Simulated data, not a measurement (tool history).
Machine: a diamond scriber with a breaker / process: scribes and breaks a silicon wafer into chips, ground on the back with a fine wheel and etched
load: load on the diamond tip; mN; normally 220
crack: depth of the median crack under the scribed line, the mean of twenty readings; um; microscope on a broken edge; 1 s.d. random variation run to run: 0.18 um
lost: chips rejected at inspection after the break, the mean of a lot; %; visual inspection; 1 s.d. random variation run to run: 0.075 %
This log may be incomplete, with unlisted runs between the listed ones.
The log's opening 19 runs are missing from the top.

run,hour,load,"incoming depth of the damage left on the back of the incoming wafer, um",crack,lost
20,479.2,181,0.60,9.36,4.11
21,499.7,284,0.79,12.19,5.49
22,532.6,269,0.76,12.30,3.09
23,568.6,256,0.68,11.78,2.38
24,602.8,220,0.52,10.17,1.12
# hour 608.5: diamond tip replaced by a new one, of another model than before
25,626.6,273,0.46,11.66,2.16
26,652.1,220,0.41,10.53,1.11
27,685.7,158,0.64,9.39,4.48
28,719.2,182,0.57,9.70,2.42
29,759.8,167,0.52,9.46,4.04
30,790.2,270,0.52,11.60,1.97
31,821.0,220,0.76,10.62,1.29
# hour 835.7: diamond tip replaced by a new one
32,844.8,220,0.79,10.96,1.15
33,878.0,263,0.80,11.54,1.52

Below are 5 alternative next runs, each starting from the tool's condition after run 33. Predict each:
A,878.5,220,0.79,?,?
B,878.5,199,0.79,?,?
C,878.5,277,0.79,?,?
D,878.5,258,0.79,?,?
E,878.5,172,0.79,?,?

run,crack,lost
A,10.22,1.30
B,9.83,1.99
C,11.27,2.23
D,10.93,1.53
E,9.30,3.94
The same runs, with their run-to-run variation unchanged, on a tool lacking any hidden condition would have given:
run,crack,lost
A,10.47,1.18
B,10.06,1.50
C,11.54,3.03
D,11.19,2.05
E,9.53,2.94

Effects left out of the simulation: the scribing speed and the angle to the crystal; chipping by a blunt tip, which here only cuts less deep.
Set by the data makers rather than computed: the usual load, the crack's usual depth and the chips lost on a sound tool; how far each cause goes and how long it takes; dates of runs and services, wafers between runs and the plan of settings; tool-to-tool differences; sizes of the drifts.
